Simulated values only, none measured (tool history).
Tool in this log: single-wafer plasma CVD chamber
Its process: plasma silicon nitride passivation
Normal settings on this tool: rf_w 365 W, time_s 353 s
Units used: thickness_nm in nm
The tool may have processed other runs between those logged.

run,hour,rf_w,time_s,wafers since the last listed run,hours since the last RF generator calibration,hours since the showerhead was replaced,hours since the gauge calibration,"read-back reference wafer on the same gauge, thickness_nm",thickness_nm
1,0.0,365,299,0,1795.0,3474.1,109.7,452.305,400.553
2,8.6,365,353,30,1803.6,3482.7,118.3,452.655,477.872
# hour 13.0: gauge calibrated
3,24.4,365,353,56,1819.4,3498.5,11.4,451.902,472.054
4,40.1,365,353,55,1835.1,3514.2,27.1,452.173,472.768
5,49.9,365,401,34,1844.9,3524.0,36.9,452.127,534.570
6,80.8,365,401,110,1875.8,3554.9,67.8,451.934,538.031
7,98.6,365,353,63,1893.6,3572.7,85.6,452.180,474.789
# hour 118.9: showerhead replaced
8,119.4,365,353,45,1914.4,0.5,106.4,451.843,472.010
9,122.3,365,353,10,1917.3,3.4,109.3,451.791,466.920
10,140.0,405,371,63,1935.0,21.1,127.0,452.306,513.150
11,151.6,365,353,41,1946.6,32.7,138.6,451.499,470.452
# hour 160.0: RF generator calibrated
# hour 161.2: gauge calibrated
12,167.9,365,387,29,7.9,49.0,6.7,452.187,515.231
13,175.2,315,315,25,15.2,56.3,14.0,452.138,399.556
14,181.6,430,405,22,21.6,62.7,20.4,452.290,571.774
15,195.5,295,353,49,35.5,76.6,34.3,451.891,435.667
16,207.7,365,353,43,47.7,88.8,46.5,452.011,470.686
17,222.6,365,387,53,62.6,103.7,61.4,452.208,518.190
18,233.4,305,311,38,73.4,114.5,72.2,451.971,388.148
19,251.4,365,353,64,91.4,132.5,90.2,451.724,470.557

Consider 3 possible next runs. They are alternatives, not a sequence: every one starts from the tool as it was left by run 19. What does each give?
A,251.9,365,353,1,91.9,133.0,90.7,?,?
B,251.9,330,405,1,91.9,133.0,90.7,?,?
C,251.9,365,286,1,91.9,133.0,90.7,?,?

run,"read-back reference wafer on the same gauge, thickness_nm",thickness_nm
A,452.215,472.926
B,452.215,523.778
C,452.215,383.164
Without the tool's unlogged condition, the same runs would have read:
run,thickness_nm
A,472.926
B,523.778
C,383.164
